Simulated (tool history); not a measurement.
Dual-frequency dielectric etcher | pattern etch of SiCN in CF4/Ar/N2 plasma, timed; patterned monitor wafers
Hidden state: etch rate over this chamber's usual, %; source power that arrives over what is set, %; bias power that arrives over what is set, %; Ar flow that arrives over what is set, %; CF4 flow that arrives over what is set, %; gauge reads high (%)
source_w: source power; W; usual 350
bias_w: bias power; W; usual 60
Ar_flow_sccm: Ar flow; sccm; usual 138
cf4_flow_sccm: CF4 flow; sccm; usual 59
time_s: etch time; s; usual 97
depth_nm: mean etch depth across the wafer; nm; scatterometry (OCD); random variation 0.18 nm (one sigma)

| run | hour | source_w | bias_w | Ar_flow_sccm | cf4_flow_sccm | time_s | wafers since the last listed run | hours since the last wet clean | hours since the last source power generator calibration | hours since the last bias power generator calibration | hours since the last Ar flow controller change | hours since the last CF4 flow controller change | hours since the last upper electrode change | hours since the gauge calibration | read-back reference wafer on the same gauge, depth_nm | depth_nm |
|---|---|---|---|---|---|---|---|---|---|---|---|---|---|---|---|---|
| 1 | 0 | 350 | 60 | 138 | 65 | 97 | 0 | 418.9 | 44.1 | 1480 | 3405.8 | 76.4 | 3252.2 | 325.7 | 54.4 | 61.6 |
| 2 | 12.6 | 350 | 60 | 138 | 65 | 97 | 131 | 431.5 | 56.7 | 1492.6 | 3418.4 | 89 | 3264.8 | 338.3 | 54.5 | 62 |
| 3 | 40.8 | 350 | 60 | 138 | 59 | 97 | 293 | 459.7 | 84.9 | 1520.8 | 3446.6 | 117.2 | 3293 | 366.5 | 54.5 | 60.9 |
| 4 | 65.7 | 350 | 60 | 138 | 59 | 97 | 258 | 484.6 | 109.8 | 1545.7 | 3471.5 | 142.1 | 3317.9 | 391.4 | 54.5 | 60.7 |
|  | 124 | wet clean of the chamber |
| 5 | 124.5 | 430 | 51 | 138 | 59 | 97 | 361 | 0.5 | 168.6 | 1604.5 | 3530.3 | 200.9 | 3376.7 | 450.2 | 54.4 | 66.4 |
| 6 | 124.8 | 330 | 65 | 155 | 59 | 72.5 | 3 | 0.8 | 168.9 | 1604.8 | 3530.6 | 201.2 | 3377 | 450.5 | 54.4 | 42.2 |
|  | 141.7 | bias power generator calibrated |
| 7 | 156.2 | 350 | 60 | 138 | 59 | 97 | 284 | 32.2 | 200.3 | 14.5 | 3562 | 232.6 | 3408.4 | 481.9 | 54.5 | 60.2 |
|  | 178.8 | Ar flow controller replaced |
| 8 | 183.5 | 350 | 60 | 138 | 59 | 97 | 221 | 59.5 | 227.6 | 41.8 | 4.7 | 259.9 | 3435.7 | 509.2 | 54.5 | 60.3 |
| 9 | 197.6 | 270 | 60 | 105 | 50 | 104.5 | 146 | 73.6 | 241.7 | 55.9 | 18.8 | 274 | 3449.8 | 523.3 | 54.5 | 51.8 |
| 10 | 210.5 | 330 | 60 | 138 | 59 | 97 | 134 | 86.5 | 254.6 | 68.8 | 31.7 | 286.9 | 3462.7 | 536.2 | 54.5 | 57.1 |
|  | 218.6 | gauge calibrated |
| 11 | 228.3 | 410 | 60 | 138 | 46 | 97 | 185 | 104.3 | 272.4 | 86.6 | 49.5 | 304.7 | 3480.5 | 9.7 | 54.4 | 66 |
| 12 | 243.7 | 350 | 60 | 138 | 59 | 97 | 160 | 119.7 | 287.8 | 102 | 64.9 | 320.1 | 3495.9 | 25.1 | 54.5 | 60.1 |
| 13 | 263.6 | 350 | 60 | 152 | 71 | 97 | 206 | 139.6 | 307.7 | 121.9 | 84.8 | 340 | 3515.8 | 45 | 54.5 | 62 |
|  | 299.4 | upper electrode replaced |
| 14 | 299.9 | 350 | 60 | 138 | 59 | 97 | 127 | 175.9 | 344 | 158.2 | 121.1 | 376.3 | 0.5 | 81.3 | 54.5 | 60.6 |
| 15 | 314.3 | 390 | 65 | 158 | 71 | 97 | 149 | 190.3 | 358.4 | 172.6 | 135.5 | 390.7 | 14.9 | 95.7 | 54.6 | 70 |
| 16 | 326.8 | 350 | 60 | 164 | 59 | 106.5 | 130 | 202.8 | 370.9 | 185.1 | 148 | 403.2 | 27.4 | 108.2 | 54.5 | 64.8 |
| 17 | 349.3 | 350 | 60 | 138 | 49 | 125.5 | 234 | 225.3 | 393.4 | 207.6 | 170.5 | 425.7 | 49.9 | 130.7 | 54.5 | 75.8 |
| 18 | 375.9 | 350 | 52 | 138 | 51 | 97 | 276 | 251.9 | 420 | 234.2 | 197.1 | 452.3 | 76.5 | 157.3 | 54.5 | 55.4 |
| 19 | 399.4 | 350 | 52 | 138 | 71 | 97 | 244 | 275.4 | 443.5 | 257.7 | 220.6 | 475.8 | 100 | 180.8 | 54.5 | 59.3 |
| 20 | 432.1 | 350 | 60 | 138 | 59 | 97 | 340 | 308.1 | 476.2 | 290.4 | 253.3 | 508.5 | 132.7 | 213.5 | 54.5 | 60.7 |
| 21 | 459.3 | 390 | 46 | 138 | 59 | 122 | 282 | 335.3 | 503.4 | 317.6 | 280.5 | 535.7 | 159.9 | 240.7 | 54.6 | 75.8 |
| 22 | 483.6 | 310 | 54 | 138 | 59 | 80 | 252 | 359.6 | 527.7 | 341.9 | 304.8 | 560 | 184.2 | 265 | 54.6 | 43.2 |

The same runs without the tool's hidden state, with the same run-to-run variation:
| run | depth_nm |
|---|---|
| 1 | 60.9 |
| 2 | 61.3 |
| 3 | 60.1 |
| 4 | 59.9 |
| 5 | 67.9 |
| 6 | 43.2 |
| 7 | 60.2 |
| 8 | 60.1 |
| 9 | 51.7 |
| 10 | 56.8 |
| 11 | 65.6 |
| 12 | 59.7 |
| 13 | 61.6 |
| 14 | 60.1 |
| 15 | 69.3 |
| 16 | 64.1 |
| 17 | 74.9 |
| 18 | 54.7 |
| 19 | 58.5 |
| 20 | 59.8 |
| 21 | 74.5 |
| 22 | 42.4 |

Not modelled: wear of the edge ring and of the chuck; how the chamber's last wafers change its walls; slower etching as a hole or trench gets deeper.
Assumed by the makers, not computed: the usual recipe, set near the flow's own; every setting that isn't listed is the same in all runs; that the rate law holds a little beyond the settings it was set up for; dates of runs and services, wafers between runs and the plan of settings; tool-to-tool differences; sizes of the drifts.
